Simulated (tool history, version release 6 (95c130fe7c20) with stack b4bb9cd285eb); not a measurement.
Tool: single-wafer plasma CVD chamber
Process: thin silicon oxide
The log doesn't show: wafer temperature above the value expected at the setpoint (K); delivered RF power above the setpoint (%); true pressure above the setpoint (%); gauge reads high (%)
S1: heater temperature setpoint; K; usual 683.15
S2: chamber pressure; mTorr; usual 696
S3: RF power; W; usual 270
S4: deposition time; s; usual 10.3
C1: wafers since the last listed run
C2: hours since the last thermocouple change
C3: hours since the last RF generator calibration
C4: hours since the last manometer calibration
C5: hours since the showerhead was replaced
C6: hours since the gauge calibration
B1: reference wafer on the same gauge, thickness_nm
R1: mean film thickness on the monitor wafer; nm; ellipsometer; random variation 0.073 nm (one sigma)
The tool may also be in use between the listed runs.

Run 1, hour 0: usual settings; C1 0; C2 1951.8; C3 1325.4; C4 1741.2; C5 7737.5; C6 124.3; B1 15.897. Result: R1 15.715 nm.
Run 2, hour 32.7: usual settings; C1 1275; C2 1984.5; C3 1358.1; C4 1773.9; C5 7770.2; C6 157; B1 15.917. Result: R1 15.651 nm.
Run 3, hour 53.8: usual settings; C1 823; C2 2005.6; C3 1379.2; C4 1795; C5 7791.3; C6 178.1; B1 15.865. Result: R1 15.786 nm.
Run 4, hour 80: usual settings but S1 679.15 K; C1 1022; C2 2031.8; C3 1405.4; C4 1821.2; C5 7817.5; C6 204.3; B1 15.873. Result: R1 15.587 nm.
Run 5, hour 95.9: usual settings but S1 679.15 K; C1 620; C2 2047.7; C3 1421.3; C4 1837.1; C5 7833.4; C6 220.2; B1 15.929. Result: R1 15.545 nm.
Run 6, hour 108.9: usual settings; C1 507; C2 2060.7; C3 1434.3; C4 1850.1; C5 7846.4; C6 233.2; B1 15.899. Result: R1 15.836 nm.
Run 7, hour 135.3: usual settings; C1 1030; C2 2087.1; C3 1460.7; C4 1876.5; C5 7872.8; C6 259.6; B1 15.89. Result: R1 15.672 nm.
Run 8, hour 161.7: usual settings; C1 1030; C2 2113.5; C3 1487.1; C4 1902.9; C5 7899.2; C6 286; B1 15.917. Result: R1 15.49 nm.
Run 9, hour 196.1: usual settings but S3 300 W; C1 1342; C2 2147.9; C3 1521.5; C4 1937.3; C5 7933.6; C6 320.4; B1 15.908. Result: R1 16.498 nm.
Run 10, hour 213.6: usual settings but S3 300 W; C1 682; C2 2165.4; C3 1539; C4 1954.8; C5 7951.1; C6 337.9; B1 15.872. Result: R1 16.386 nm.
At hour 262.4: thermocouple changed; heater temperature recalibrated.
At hour 292.7: capacitance manometer re-zeroed and calibrated.
Run 11, hour 293.2: usual settings but S1 688.15 K, S4 10.8 s; C1 2481; C2 30.8; C3 1618.6; C4 0.5; C5 8030.7; C6 417.5; B1 15.884. Result: R1 16.314 nm.
Run 12, hour 309.1: usual settings but S2 568 mTorr, S4 9 s; C1 620; C2 46.7; C3 1634.5; C4 16.4; C5 8046.6; C6 433.4; B1 15.883. Result: R1 11.654 nm.
At hour 318.5: RF generator calibrated.
At hour 333.8: showerhead replaced.
Run 13, hour 343: usual settings but S4 11.1 s; C1 698; C2 80.6; C3 24.5; C4 50.3; C5 9.2; C6 467.3; B1 15.897. Result: R1 16.973 nm.
Run 14, hour 363.2: usual settings but S1 679.15 K; C1 788; C2 100.8; C3 44.7; C4 70.5; C5 29.4; C6 487.5; B1 15.914. Result: R1 15.692 nm.
At hour 373.8: gauge calibrated.
Run 15, hour 394: usual settings but S3 240 W, S4 12.1 s; C1 1201; C2 131.6; C3 75.5; C4 101.3; C5 60.2; C6 20.2; B1 15.919. Result: R1 17.206 nm.
Run 16, hour 422.4: usual settings but S1 695.15 K, S4 8.5 s; C1 1108; C2 160; C3 103.9; C4 129.7; C5 88.6; C6 48.6; B1 15.859. Result: R1 12.763 nm.
Run 17, hour 442.9: usual settings but S2 816 mTorr, S4 11.1 s; C1 799; C2 180.5; C3 124.4; C4 150.2; C5 109.1; C6 69.1; B1 15.925. Result: R1 19.001 nm.
Run 18, hour 474.5: usual settings but S1 677.15 K, S2 604 mTorr, S3 240 W, S4 9.3 s; C1 1232; C2 212.1; C3 156; C4 181.8; C5 140.7; C6 100.7; B1 15.911. Result: R1 11.865 nm.
Run 19, hour 498.8: usual settings; C1 948; C2 236.4; C3 180.3; C4 206.1; C5 165; C6 125; B1 15.867. Result: R1 15.655 nm.
Run 20, hour 516: usual settings but S1 689.15 K, S2 831 mTorr, S4 12 s; C1 671; C2 253.6; C3 197.5; C4 223.3; C5 182.2; C6 142.2; B1 15.902. Result: R1 20.833 nm.
Run 21, hour 537.7: usual settings; C1 846; C2 275.3; C3 219.2; C4 245; C5 203.9; C6 163.9; B1 15.888. Result: R1 15.654 nm.
Run 22, hour 568.1: usual settings but S1 693.15 K, S4 9.4 s; C1 1186; C2 305.7; C3 249.6; C4 275.4; C5 234.3; C6 194.3; B1 15.927. Result: R1 14.114 nm.
Run 23, hour 598.4: usual settings but S2 631 mTorr, S3 245 W; C1 1182; C2 336; C3 279.9; C4 305.7; C5 264.6; C6 224.6; B1 15.914. Result: R1 13.929 nm.
Run 24, hour 618.2: usual settings but S2 782 mTorr, S4 11 s; C1 772; C2 355.8; C3 299.7; C4 325.5; C5 284.4; C6 244.4; B1 15.944. Result: R1 18.255 nm.
Run 25, hour 638.2: usual settings; C1 780; C2 375.8; C3 319.7; C4 345.5; C5 304.4; C6 264.4; B1 15.911. Result: R1 15.725 nm.
Run 26, hour 664.5: usual settings; C1 1026; C2 402.1; C3 346; C4 371.8; C5 330.7; C6 290.7; B1 15.91. Result: R1 15.622 nm.
Run 27, hour 680.7: usual settings but S3 240 W, S4 12.1 s; C1 632; C2 418.3; C3 362.2; C4 388; C5 346.9; C6 306.9; B1 15.92. Result: R1 17.277 nm.
Run 28, hour 696.2: usual settings; C1 604; C2 433.8; C3 377.7; C4 403.5; C5 362.4; C6 322.4; B1 15.908. Result: R1 15.684 nm.

Forecast each of these 5 alternatives for the next run:
Run A, hour 696.6: usual settings but S3 320 W; C1 15; C2 434.2; C3 378.1; C4 403.9; C5 362.8; C6 322.8; B1 ?. Result: R1 ?.
Run B, hour 696.6: usual settings but S2 785 mTorr, S3 290 W; C1 15; C2 434.2; C3 378.1; C4 403.9; C5 362.8; C6 322.8; B1 ?. Result: R1 ?.
Run C, hour 696.6: usual settings but S2 581 mTorr; C1 15; C2 434.2; C3 378.1; C4 403.9; C5 362.8; C6 322.8; B1 ?. Result: R1 ?.
Run D, hour 696.6: usual settings but S2 756 mTorr; C1 15; C2 434.2; C3 378.1; C4 403.9; C5 362.8; C6 322.8; B1 ?. Result: R1 ?.
Run E, hour 696.6: usual settings but S2 773 mTorr; C1 15; C2 434.2; C3 378.1; C4 403.9; C5 362.8; C6 322.8; B1 ?. Result: R1 ?.

run      B1      R1
  A  15.914  16.913
  B  15.914  17.766
  C  15.914  13.533
  D  15.914  16.672
  E  15.914  16.963
Without the tool's hidden state the same runs would have given:
run      R1
  A  16.913
  B  17.766
  C  13.533
  D  16.672
  E  16.963
